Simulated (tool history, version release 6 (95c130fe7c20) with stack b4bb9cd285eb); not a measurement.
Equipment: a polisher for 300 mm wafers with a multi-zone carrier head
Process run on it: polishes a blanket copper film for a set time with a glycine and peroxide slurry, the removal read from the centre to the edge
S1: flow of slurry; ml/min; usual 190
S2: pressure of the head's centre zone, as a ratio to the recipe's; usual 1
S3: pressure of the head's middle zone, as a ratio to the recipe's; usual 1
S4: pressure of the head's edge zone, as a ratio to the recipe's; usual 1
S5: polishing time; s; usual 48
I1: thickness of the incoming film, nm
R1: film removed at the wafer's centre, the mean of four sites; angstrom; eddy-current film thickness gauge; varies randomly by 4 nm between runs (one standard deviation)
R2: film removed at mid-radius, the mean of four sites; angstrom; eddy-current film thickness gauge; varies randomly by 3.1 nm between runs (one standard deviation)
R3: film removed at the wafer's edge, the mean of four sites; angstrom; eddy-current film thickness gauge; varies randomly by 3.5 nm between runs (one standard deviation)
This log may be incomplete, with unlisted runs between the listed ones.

run     day   S1    S2    S3    S4  S5      I1    R1    R2    R3
  1       0  190     1     1     1  60  2213.2  3069  3220  3140
      4.162  -- slurry nozzle cleaned
  2   4.308  190     1     1     1  48    2203  2773  2750  2684
        4.4  -- edge zone pressure recalibrated
      5.383  -- worn pad replaced by a new one
  3   7.646  190     1     1     1  48  2245.7  2723  2759  2635
  4   9.738  190     1     1     1  48  2204.4  2721  2790  2653
  5  11.446  190     1     1     1  48  2236.7  2683  2663  2625
  6  14.054  190     1     1     1  48  2212.2  2647  2752  2609
  7  18.083  190     1     1     1  48  2227.5  2506  2615  2576
     19.454  -- centre zone pressure recalibrated
  8  20.192  215     1     1     1  48  2225.2  2512  2583  2654
     21.567  -- worn pad replaced by a new one
  9    22.6  215     1     1     1  48  2195.7  2372  2480  2532
     22.733  -- slurry nozzle cleaned
 10  25.608  135  0.94  0.91  0.95  48  2215.1  2338  2328  2460
 11  28.579  190     1     1     1  48  2187.6  2715  2781  2687
     31.075  -- carrier head's membrane replaced by a new one
 12  31.188  190  0.95  0.93     1  48  2223.9  2512  2553  2626
 13  34.021  190  0.93     1     1  48  2232.7  2466  2619  2600
     34.404  -- edge zone pressure recalibrated
 14   37.05  150  1.05  1.06     1  63  2243.4  3231  3356  3201
     38.192  -- worn pad replaced by a new one
 15  39.383  190     1     1     1  48  2262.9  2409  2469  2477
     40.862  -- centre zone pressure recalibrated
     43.267  -- slurry nozzle cleaned
 16  43.388  190     1     1     1  59  2225.7  3233  3443  3322
 17  48.742  215     1     1   1.1  48  2246.9  2812  2785  2831
 18  53.283  190  1.08     1     1  48  2246.6  2869  2671  2584
     57.508  -- worn pad replaced by a new one
 19  61.517  150  1.05  1.06     1  63  2235.6  2908  3075  3010
     61.729  -- centre zone pressure recalibrated
      62.55  -- slurry nozzle cleaned
 20  63.079  190     1     1     1  48  2234.4  2689  2796  2713
 21  64.683  190  0.91     1     1  48  2187.6  2443  2709  2672
     66.133  -- edge zone pressure recalibrated
 22  67.742  220  0.95     1  1.07  54  2208.7  2930  3140  3106
 23  71.738  190  0.88     1   1.1  48  2187.8  2348  2653  2718

Below are 3 alternative next runs, each starting from the tool's condition after run 23. Predict each:
  A  71.754  190     1     1     1  48  2252.4   ?   ?   ?
  B  71.754  190  1.11  1.05  0.92  57  2252.4   ?   ?   ?
  C  71.754  190  0.94  0.89  0.91  37  2252.4   ?   ?   ?

run    R1    R2    R3
  A  2698  2702  2609
  B  3560  3343  2976
  C  1952  1890  1926
Stripped of hidden state, with their random variation kept, the same runs would have yielded:
run    R1    R2    R3
  A  2765  2762  2651
  B  3649  3417  3024
  C  2001  1932  1957

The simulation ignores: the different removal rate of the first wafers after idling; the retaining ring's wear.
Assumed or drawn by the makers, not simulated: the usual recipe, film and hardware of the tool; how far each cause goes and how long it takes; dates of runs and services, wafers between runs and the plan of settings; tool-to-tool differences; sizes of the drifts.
